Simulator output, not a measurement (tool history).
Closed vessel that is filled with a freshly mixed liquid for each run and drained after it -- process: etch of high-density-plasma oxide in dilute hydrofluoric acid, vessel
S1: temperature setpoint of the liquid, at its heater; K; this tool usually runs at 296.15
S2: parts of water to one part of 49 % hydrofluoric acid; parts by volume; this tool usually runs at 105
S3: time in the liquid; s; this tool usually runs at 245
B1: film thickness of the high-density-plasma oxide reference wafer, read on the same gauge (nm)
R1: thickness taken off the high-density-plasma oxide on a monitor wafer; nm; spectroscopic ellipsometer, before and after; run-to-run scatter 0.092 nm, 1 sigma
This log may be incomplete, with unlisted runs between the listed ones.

run,hour,S1,S2,S3,B1,R1
1,0,296.15,105,245,130,11.5
2,30.9,296.15,105,245,130.02,11.29
3,137.9,298.15,125,245,129.99,9.79
4,168.7,298.15,125,245,130.01,9.85
5,201.1,298.15,125,245,130.01,9.83
6,233.8,296.15,75,245,129.99,16.28
7,265.6,296.15,105,245,130.01,11.13
8,281,296.15,105,245,129.97,11.2
9,316.5,296.15,105,245,129.97,11.02
10,338.4,296.15,105,245,130,11.08
11,438.6,296.15,105,245,130,10.99
12,460.6,298.15,55,115,129.99,11.31
# hour 462.3: gauge calibrated
13,486.3,296.15,105,245,129.99,10.81
# hour 488.7: hydrofluoric acid flow meter replaced
14,520.8,294.65,85,160,130.01,9.24
# hour 544.5: thermometer replaced
15,545.1,296.15,105,245,129.99,11.88
16,578.1,296.15,80,245,130.01,15.97
17,603.4,296.15,105,245,129.99,11.71
18,636.7,299.15,125,245,130.03,10.71
19,656.3,292.65,105,245,130.03,10.09
20,669.8,296.15,70,245,130.01,18.21
21,686.1,296.15,105,245,129.99,11.73
22,702.4,299.15,105,245,130.01,13.14
23,717.4,300.65,105,370,129.99,20.94

What was the tool's hidden state at every run in the log?
liquid colder than its thermometer reads (K): 0 across all the runs
gauge reads high (%): 0 across all the runs
H1: hydrofluoric acid flow below the setpoint (%)
run,H1
1,6.91
2,7.09
3,7.7
4,7.87
5,8.06
6,8.24
7,8.42
8,8.51
9,8.71
10,8.84
11,9.41
12,9.53
13,9.68
14,3.1
15,3.24
16,3.43
17,3.57
18,3.76
19,3.88
20,3.95
21,4.04
22,4.14
23,4.22
